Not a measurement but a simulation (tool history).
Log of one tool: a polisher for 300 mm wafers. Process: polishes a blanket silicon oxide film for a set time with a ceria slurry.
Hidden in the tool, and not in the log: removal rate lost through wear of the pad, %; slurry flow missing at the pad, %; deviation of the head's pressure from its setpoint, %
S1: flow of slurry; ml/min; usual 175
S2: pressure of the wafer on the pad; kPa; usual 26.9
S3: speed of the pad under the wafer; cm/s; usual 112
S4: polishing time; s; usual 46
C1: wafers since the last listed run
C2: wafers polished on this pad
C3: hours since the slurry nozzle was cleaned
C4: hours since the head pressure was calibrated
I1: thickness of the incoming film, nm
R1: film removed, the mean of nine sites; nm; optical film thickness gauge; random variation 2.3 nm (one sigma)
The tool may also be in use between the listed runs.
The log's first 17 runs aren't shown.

Run 18, hour 217.3: usual settings but S1 155 ml/min, S3 84 cm/s; C1 113; C2 864; C3 485.2; C4 593; I1 1408.3. Result: R1 150.2 nm.
Run 19, hour 234.2: usual settings; C1 181; C2 1046; C3 502.1; C4 609.9; I1 1459.3. Result: R1 203.4 nm.
Run 20, hour 247: usual settings but S1 220 ml/min, S3 78 cm/s; C1 137; C2 1183; C3 514.9; C4 622.7; I1 1422.8. Result: R1 147.5 nm.
At hour 256.6: worn pad replaced by a new one.
Run 21, hour 257.6: usual settings but S1 125 ml/min, S2 23.4 kPa, S3 132 cm/s, S4 37 s; C1 70; C2 10; C3 525.5; C4 633.3; I1 1458.6. Result: R1 163.3 nm.
Run 22, hour 274.2: usual settings but S1 200 ml/min, S2 33.8 kPa, S3 100 cm/s; C1 178; C2 188; C3 542.1; C4 649.9; I1 1429.8. Result: R1 239.9 nm.
Run 23, hour 281.4: usual settings; C1 77; C2 265; C3 549.3; C4 657.1; I1 1426.2. Result: R1 209.1 nm.
Run 24, hour 313.3: usual settings; C1 342; C2 607; C3 581.2; C4 689; I1 1448.6. Result: R1 207.9 nm.
At hour 325.1: head pressure recalibrated.
Run 25, hour 328.9: usual settings; C1 145; C2 753; C3 596.8; C4 3.8; I1 1441.7. Result: R1 217 nm.
At hour 342.5: slurry nozzle cleaned.
Run 26, hour 371.1: usual settings but S1 220 ml/min, S2 24.1 kPa, S4 41 s; C1 441; C2 1195; C3 28.6; C4 46; I1 1426.8. Result: R1 180.1 nm.
At hour 376: worn pad replaced by a new one.
Run 27, hour 384: usual settings but S1 135 ml/min, S2 21.4 kPa, S3 88 cm/s, S4 60 s; C1 95; C2 85; C3 41.5; C4 58.9; I1 1456.2. Result: R1 174.1 nm.
Run 28, hour 394.3: usual settings but S1 210 ml/min, S2 22.1 kPa, S3 92 cm/s, S4 53 s; C1 110; C2 195; C3 51.8; C4 69.2; I1 1425.4. Result: R1 178.4 nm.
Run 29, hour 403.3: usual settings but S1 225 ml/min, S2 35.9 kPa, S3 152 cm/s, S4 62 s; C1 96; C2 292; C3 60.8; C4 78.2; I1 1424.4. Result: R1 554.6 nm.
Run 30, hour 413.6: usual settings but S2 30.3 kPa; C1 110; C2 402; C3 71.1; C4 88.5; I1 1426.6. Result: R1 241.8 nm.
Run 31, hour 424.5: usual settings but S1 155 ml/min; C1 116; C2 519; C3 82; C4 99.4; I1 1430.9. Result: R1 211.4 nm.
Run 32, hour 434.3: usual settings but S1 210 ml/min, S2 30.3 kPa; C1 105; C2 624; C3 91.8; C4 109.2; I1 1432.6. Result: R1 253.5 nm.
Run 33, hour 452.1: usual settings but S1 230 ml/min, S2 17.2 kPa, S4 40 s; C1 190; C2 815; C3 109.6; C4 127; I1 1441.2. Result: R1 125 nm.
Run 34, hour 467.1: usual settings but S1 220 ml/min, S2 24.1 kPa, S4 41 s; C1 160; C2 976; C3 124.6; C4 142; I1 1442.3. Result: R1 178.4 nm.
Run 35, hour 480.4: usual settings but S1 120 ml/min, S3 136 cm/s; C1 142; C2 1119; C3 137.9; C4 155.3; I1 1448. Result: R1 242.6 nm.
Run 36, hour 493.7: usual settings but S4 58 s; C1 142; C2 1261; C3 151.2; C4 168.6; I1 1428.9. Result: R1 263.9 nm.
At hour 499.9: worn pad replaced by a new one.
Run 37, hour 507.7: usual settings; C1 107; C2 83; C3 165.2; C4 182.6; I1 1412. Result: R1 213.4 nm.
Run 38, hour 515.6: usual settings but S1 220 ml/min, S2 20 kPa, S4 61 s; C1 84; C2 168; C3 173.1; C4 190.5; I1 1443.8. Result: R1 218.3 nm.

3 ways to go on from here, each from the tool as it stands after run 38. What would each give?
Run A, hour 516: usual settings; C1 4; C2 172; C3 173.5; C4 190.9; I1 1406.6. Result: R1 ?.
Run B, hour 516: usual settings but S1 160 ml/min, S3 128 cm/s; C1 4; C2 172; C3 173.5; C4 190.9; I1 1406.6. Result: R1 ?.
Run C, hour 516: usual settings but S1 145 ml/min; C1 4; C2 172; C3 173.5; C4 190.9; I1 1406.6. Result: R1 ?.

run     R1
  A  213.8
  B  240.8
  C    207
Without the tool's hidden state the same runs would have given:
run     R1
  A  228.7
  B  257.6
  C  221.4
